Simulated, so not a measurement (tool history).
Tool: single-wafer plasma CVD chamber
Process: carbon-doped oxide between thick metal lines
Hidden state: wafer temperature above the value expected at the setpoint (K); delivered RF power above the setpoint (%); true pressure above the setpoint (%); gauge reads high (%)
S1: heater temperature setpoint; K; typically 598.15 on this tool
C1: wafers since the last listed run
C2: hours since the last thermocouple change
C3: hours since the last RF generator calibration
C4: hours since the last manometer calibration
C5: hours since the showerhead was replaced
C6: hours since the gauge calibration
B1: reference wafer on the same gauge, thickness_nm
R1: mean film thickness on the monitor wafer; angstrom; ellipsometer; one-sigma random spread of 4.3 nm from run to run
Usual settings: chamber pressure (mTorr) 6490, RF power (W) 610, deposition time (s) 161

{"run": 1, "hour": 0.0, "S1": 598.15, "chamber pressure (mTorr)": 6490, "RF power (W)": 610, "deposition time (s)": 161, "C1": 0, "C2": 2292.2, "C3": 1386.9, "C4": 2379.4, "C5": 5643.1, "C6": 167.1, "B1": 829.762, "R1": 9406.74}
{"run": 2, "hour": 39.3, "S1": 598.15, "chamber pressure (mTorr)": 6490, "RF power (W)": 610, "deposition time (s)": 161, "C1": 416, "C2": 2331.5, "C3": 1426.2, "C4": 2418.7, "C5": 5682.4, "C6": 206.4, "B1": 830.279, "R1": 9328.12}
{"run": 3, "hour": 57.2, "S1": 598.15, "chamber pressure (mTorr)": 6490, "RF power (W)": 610, "deposition time (s)": 161, "C1": 189, "C2": 2349.4, "C3": 1444.1, "C4": 2436.6, "C5": 5700.3, "C6": 224.3, "B1": 830.779, "R1": 9286.26}
{"run": 4, "hour": 71.6, "S1": 598.15, "chamber pressure (mTorr)": 6490, "RF power (W)": 610, "deposition time (s)": 161, "C1": 152, "C2": 2363.8, "C3": 1458.5, "C4": 2451.0, "C5": 5714.7, "C6": 238.7, "B1": 830.713, "R1": 9352.74}
{"run": 5, "hour": 82.2, "S1": 598.15, "chamber pressure (mTorr)": 6490, "RF power (W)": 610, "deposition time (s)": 161, "C1": 112, "C2": 2374.4, "C3": 1469.1, "C4": 2461.6, "C5": 5725.3, "C6": 249.3, "B1": 830.127, "R1": 9296.17}
{"hour": 129.5, "done": "thermocouple changed; heater temperature recalibrated"}
{"run": 6, "hour": 136.2, "S1": 598.15, "chamber pressure (mTorr)": 6490, "RF power (W)": 610, "deposition time (s)": 161, "C1": 487, "C2": 6.7, "C3": 1523.1, "C4": 2515.6, "C5": 5779.3, "C6": 303.3, "B1": 828.981, "R1": 9252.15}
{"run": 7, "hour": 145.4, "S1": 598.15, "chamber pressure (mTorr)": 6490, "RF power (W)": 610, "deposition time (s)": 161, "C1": 97, "C2": 15.9, "C3": 1532.3, "C4": 2524.8, "C5": 5788.5, "C6": 312.5, "B1": 829.821, "R1": 9239.8}
{"run": 8, "hour": 152.8, "S1": 598.15, "chamber pressure (mTorr)": 6490, "RF power (W)": 610, "deposition time (s)": 161, "C1": 78, "C2": 23.3, "C3": 1539.7, "C4": 2532.2, "C5": 5795.9, "C6": 319.9, "B1": 830.179, "R1": 9293.18}
{"run": 9, "hour": 168.0, "S1": 598.15, "chamber pressure (mTorr)": 6490, "RF power (W)": 610, "deposition time (s)": 182, "C1": 161, "C2": 38.5, "C3": 1554.9, "C4": 2547.4, "C5": 5811.1, "C6": 335.1, "B1": 829.254, "R1": 10478.79}
{"hour": 183.4, "done": "showerhead replaced"}
{"run": 10, "hour": 184.8, "S1": 598.15, "chamber pressure (mTorr)": 6490, "RF power (W)": 610, "deposition time (s)": 161, "C1": 93, "C2": 55.3, "C3": 1571.7, "C4": 2564.2, "C5": 1.4, "C6": 351.9, "B1": 829.615, "R1": 9225.9}
{"run": 11, "hour": 195.2, "S1": 598.15, "chamber pressure (mTorr)": 6490, "RF power (W)": 610, "deposition time (s)": 161, "C1": 110, "C2": 65.7, "C3": 1582.1, "C4": 2574.6, "C5": 11.8, "C6": 362.3, "B1": 829.869, "R1": 9219.44}
{"run": 12, "hour": 205.9, "S1": 598.15, "chamber pressure (mTorr)": 6490, "RF power (W)": 610, "deposition time (s)": 161, "C1": 113, "C2": 76.4, "C3": 1592.8, "C4": 2585.3, "C5": 22.5, "C6": 373.0, "B1": 829.168, "R1": 9243.09}
{"hour": 243.1, "done": "gauge calibrated"}
{"hour": 256.0, "done": "capacitance manometer re-zeroed and calibrated"}
{"run": 13, "hour": 256.5, "S1": 598.15, "chamber pressure (mTorr)": 6490, "RF power (W)": 610, "deposition time (s)": 161, "C1": 451, "C2": 127.0, "C3": 1643.4, "C4": 0.5, "C5": 73.1, "C6": 13.4, "B1": 829.937, "R1": 9221.71}
{"run": 14, "hour": 262.1, "S1": 598.15, "chamber pressure (mTorr)": 5040, "RF power (W)": 610, "deposition time (s)": 189, "C1": 59, "C2": 132.6, "C3": 1649.0, "C4": 6.1, "C5": 78.7, "C6": 19.0, "B1": 828.432, "R1": 10132.79}
{"run": 15, "hour": 269.9, "S1": 598.15, "chamber pressure (mTorr)": 5210, "RF power (W)": 525, "deposition time (s)": 161, "C1": 82, "C2": 140.4, "C3": 1656.8, "C4": 13.9, "C5": 86.5, "C6": 26.8, "B1": 829.989, "R1": 7275.18}
{"run": 16, "hour": 282.0, "S1": 598.15, "chamber pressure (mTorr)": 6490, "RF power (W)": 610, "deposition time (s)": 161, "C1": 128, "C2": 152.5, "C3": 1668.9, "C4": 26.0, "C5": 98.6, "C6": 38.9, "B1": 829.41, "R1": 9203.41}

What will run 17 give?
{"hour": 301.3, "done": "RF generator calibrated"}
{"run": 17, "hour": 301.8, "S1": 598.15, "chamber pressure (mTorr)": 6490, "RF power (W)": 610, "deposition time (s)": 161, "C1": 125, "C2": 172.3, "C3": 0.5, "C4": 45.8, "C5": 118.4, "C6": 58.7, "B1": "?", "R1": "?"}

B1: 829.703
R1: 10045.38 angstrom
Were there no unlogged condition in the tool, this run, its random variation unchanged, would have produced R1 10143.90 angstrom.

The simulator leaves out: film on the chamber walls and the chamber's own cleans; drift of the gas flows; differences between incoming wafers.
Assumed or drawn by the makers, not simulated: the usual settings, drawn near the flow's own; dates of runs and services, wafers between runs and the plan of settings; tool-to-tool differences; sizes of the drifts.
